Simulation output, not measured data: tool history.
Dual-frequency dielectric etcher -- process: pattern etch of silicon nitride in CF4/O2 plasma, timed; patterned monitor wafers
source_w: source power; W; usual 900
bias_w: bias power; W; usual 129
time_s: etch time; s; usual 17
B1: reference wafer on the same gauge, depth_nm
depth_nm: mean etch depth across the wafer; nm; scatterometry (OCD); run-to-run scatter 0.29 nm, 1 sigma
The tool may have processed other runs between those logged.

Run 1, hour 0: usual settings but source_w 840 W; B1 43.1. Result: depth_nm 45.6 nm.
Run 2, hour 24.1: usual settings but bias_w 146 W; B1 43.2. Result: depth_nm 50.9 nm.
Run 3, hour 51: usual settings; B1 43.1. Result: depth_nm 48.3 nm.
Run 4, hour 71.3: usual settings; B1 43.1. Result: depth_nm 48.1 nm.
Run 5, hour 92.3: usual settings; B1 43.2. Result: depth_nm 48.7 nm.
Run 6, hour 183.1: usual settings; B1 43.1. Result: depth_nm 48 nm.
Run 7, hour 213.3: usual settings but bias_w 137 W; B1 43. Result: depth_nm 49.1 nm.
Run 8, hour 235.8: usual settings; B1 43. Result: depth_nm 48.3 nm.
Run 9, hour 250.9: usual settings; B1 42.9. Result: depth_nm 48.3 nm.
Run 10, hour 276.3: usual settings; B1 42.9. Result: depth_nm 48.6 nm.
At hour 327: bias power generator calibrated.
Run 11, hour 327.5: usual settings but source_w 800 W; B1 43.1. Result: depth_nm 42.1 nm.
Run 12, hour 359: usual settings but source_w 710 W, time_s 20 s; B1 43. Result: depth_nm 43.8 nm.
At hour 385.3: gauge calibrated.
Run 13, hour 393: usual settings but source_w 810 W, time_s 19 s; B1 44. Result: depth_nm 49 nm.

Predict the results of run 14:
At hour 436.7: upper electrode replaced.
At hour 448.5: wet clean of the chamber.
Run 14, hour 449: usual settings but source_w 1060 W, bias_w 112 W, time_s 22 s; B1 ?. Result: depth_nm ?.

{"run 14": {"B1": 43.8, "depth_nm": 69.8}}
Take away the tool's hidden state, keep the run-to-run variation as it was, and the same run would have given depth_nm 70.3 nm.
